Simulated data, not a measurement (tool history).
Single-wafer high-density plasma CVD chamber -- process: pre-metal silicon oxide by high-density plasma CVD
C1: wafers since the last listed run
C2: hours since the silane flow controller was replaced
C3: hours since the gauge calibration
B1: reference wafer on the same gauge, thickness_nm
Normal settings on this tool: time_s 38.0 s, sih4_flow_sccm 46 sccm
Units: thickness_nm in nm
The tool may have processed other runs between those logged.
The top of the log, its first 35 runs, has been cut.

run 36 day=84.812 | time_s=38.0 sih4_flow_sccm=46 | C1=1838 C2=1030.2 C3=279.1 | B1=143.979 | thickness_nm=167.819
run 37 day=86.175 | time_s=31.3 sih4_flow_sccm=46 | C1=877 C2=1062.9 C3=311.8 | B1=143.910 | thickness_nm=138.270
run 38 day=88.725 | time_s=31.2 sih4_flow_sccm=43 | C1=1642 C2=1124.1 C3=373.0 | B1=143.913 | thickness_nm=128.948
run 39 day=95.554 | time_s=35.0 sih4_flow_sccm=40 | C1=4399 C2=1288.0 C3=536.9 | B1=144.053 | thickness_nm=134.650
run 40 day=98.379 | time_s=43.6 sih4_flow_sccm=48 | C1=1819 C2=1355.8 C3=604.7 | B1=144.000 | thickness_nm=201.156
run 41 day=100.596 | time_s=38.0 sih4_flow_sccm=46 | C1=1428 C2=1409.0 C3=657.9 | B1=143.955 | thickness_nm=167.780
run 42 day=102.117 | time_s=38.0 sih4_flow_sccm=46 | C1=979 C2=1445.5 C3=694.4 | B1=144.053 | thickness_nm=166.969
run 43 day=103.300 | time_s=38.0 sih4_flow_sccm=46 | C1=762 C2=1473.9 C3=722.8 | B1=144.084 | thickness_nm=167.488
run 44 day=106.296 | time_s=45.1 sih4_flow_sccm=40 | C1=1930 C2=1545.8 C3=794.7 | B1=143.957 | thickness_nm=172.554

5 ways to go on from here, each from the tool as it stands after run 44. What would each give?
run A day=106.312 | time_s=38.0 sih4_flow_sccm=46 | C1=10 C2=1546.2 C3=795.1 | B1=? | thickness_nm=?
run B day=106.312 | time_s=44.0 sih4_flow_sccm=50 | C1=10 C2=1546.2 C3=795.1 | B1=? | thickness_nm=?
run C day=106.312 | time_s=41.9 sih4_flow_sccm=46 | C1=10 C2=1546.2 C3=795.1 | B1=? | thickness_nm=?
run D day=106.312 | time_s=34.8 sih4_flow_sccm=48 | C1=10 C2=1546.2 C3=795.1 | B1=? | thickness_nm=?
run E day=106.312 | time_s=40.4 sih4_flow_sccm=38 | C1=10 C2=1546.2 C3=795.1 | B1=? | thickness_nm=?

run=A B1=144.050 thickness_nm=166.887
run=B B1=144.050 thickness_nm=210.041
run=C B1=144.050 thickness_nm=184.015
run=D B1=144.050 thickness_nm=159.478
run=E B1=144.050 thickness_nm=146.570
With no hidden state in the tool, these same runs would have given:
run=A thickness_nm=168.766
run=B thickness_nm=212.405
run=C thickness_nm=186.086
run=D thickness_nm=161.274
run=E thickness_nm=148.220
